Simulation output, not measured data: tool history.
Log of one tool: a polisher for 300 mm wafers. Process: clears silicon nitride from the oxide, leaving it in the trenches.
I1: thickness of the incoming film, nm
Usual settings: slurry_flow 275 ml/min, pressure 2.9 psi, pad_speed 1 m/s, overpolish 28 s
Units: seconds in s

{"run": 1, "hour": 0.0, "slurry_flow": 275, "pressure": 2.9, "pad_speed": 1, "overpolish": 28, "I1": 115.4, "seconds": 131.6}
{"run": 2, "hour": 17.3, "slurry_flow": 275, "pressure": 2.9, "pad_speed": 1, "overpolish": 28, "I1": 116.3, "seconds": 137.9}
{"run": 3, "hour": 46.9, "slurry_flow": 275, "pressure": 2.9, "pad_speed": 1, "overpolish": 28, "I1": 115.7, "seconds": 142.4}
{"hour": 73.3, "done": "worn pad replaced by a new one"}
{"run": 4, "hour": 79.6, "slurry_flow": 275, "pressure": 2.9, "pad_speed": 1, "overpolish": 28, "I1": 117.5, "seconds": 139.1}
{"run": 5, "hour": 103.4, "slurry_flow": 275, "pressure": 2.9, "pad_speed": 1, "overpolish": 28, "I1": 116.5, "seconds": 138.9}
{"run": 6, "hour": 131.8, "slurry_flow": 275, "pressure": 2.9, "pad_speed": 1, "overpolish": 28, "I1": 113.4, "seconds": 135.4}
{"hour": 149.8, "done": "worn pad replaced by a new one"}
{"run": 7, "hour": 150.3, "slurry_flow": 275, "pressure": 2.9, "pad_speed": 1, "overpolish": 28, "I1": 113.8, "seconds": 128}
{"hour": 155.3, "done": "head pressure recalibrated"}
{"run": 8, "hour": 165.9, "slurry_flow": 275, "pressure": 2.9, "pad_speed": 1, "overpolish": 28, "I1": 114.5, "seconds": 134.1}
{"run": 9, "hour": 178.6, "slurry_flow": 275, "pressure": 2.9, "pad_speed": 1, "overpolish": 28, "I1": 114.9, "seconds": 134.6}
{"run": 10, "hour": 202.6, "slurry_flow": 195, "pressure": 2.9, "pad_speed": 1, "overpolish": 28, "I1": 113.9, "seconds": 140.1}
{"hour": 213.7, "done": "slurry nozzle cleaned"}
{"hour": 222.8, "done": "worn pad replaced by a new one"}
{"run": 11, "hour": 227.8, "slurry_flow": 275, "pressure": 2.9, "pad_speed": 0.68, "overpolish": 28, "I1": 117.3, "seconds": 201.2}
{"run": 12, "hour": 258.4, "slurry_flow": 275, "pressure": 2.9, "pad_speed": 1, "overpolish": 28, "I1": 115, "seconds": 136.8}
{"run": 13, "hour": 291.1, "slurry_flow": 320, "pressure": 3.6, "pad_speed": 0.8, "overpolish": 28, "I1": 115.8, "seconds": 143}
{"hour": 296.3, "done": "worn pad replaced by a new one"}
{"run": 14, "hour": 309.0, "slurry_flow": 275, "pressure": 2.9, "pad_speed": 0.72, "overpolish": 28, "I1": 116.6, "seconds": 189.6}
{"run": 15, "hour": 335.2, "slurry_flow": 275, "pressure": 2.9, "pad_speed": 1, "overpolish": 28, "I1": 115, "seconds": 136.9}
{"run": 16, "hour": 347.7, "slurry_flow": 190, "pressure": 2.9, "pad_speed": 1, "overpolish": 18, "I1": 115.2, "seconds": 139.9}
{"run": 17, "hour": 369.0, "slurry_flow": 275, "pressure": 2.9, "pad_speed": 1, "overpolish": 28, "I1": 113.1, "seconds": 135.7}
{"hour": 380.8, "done": "worn pad replaced by a new one"}
{"run": 18, "hour": 390.4, "slurry_flow": 275, "pressure": 3.9, "pad_speed": 1.32, "overpolish": 28, "I1": 116.3, "seconds": 79}
{"run": 19, "hour": 417.9, "slurry_flow": 275, "pressure": 2.9, "pad_speed": 1, "overpolish": 28, "I1": 114.9, "seconds": 140.3}

Forecast each of these 3 alternatives for the next run:
{"run": "A", "hour": 418.4, "slurry_flow": 275, "pressure": 2.6, "pad_speed": 1, "overpolish": 28, "I1": 115.8, "seconds": "?"}
{"run": "B", "hour": 418.4, "slurry_flow": 335, "pressure": 2.9, "pad_speed": 1, "overpolish": 28, "I1": 115.8, "seconds": "?"}
{"run": "C", "hour": 418.4, "slurry_flow": 220, "pressure": 2.3, "pad_speed": 1.28, "overpolish": 14, "I1": 115.8, "seconds": "?"}

run=A seconds=151.5
run=B seconds=134.9
run=C seconds=135.7
Without the tool's hidden state the same runs would have given:
run=A seconds=144.9
run=B seconds=129
run=C seconds=129.8
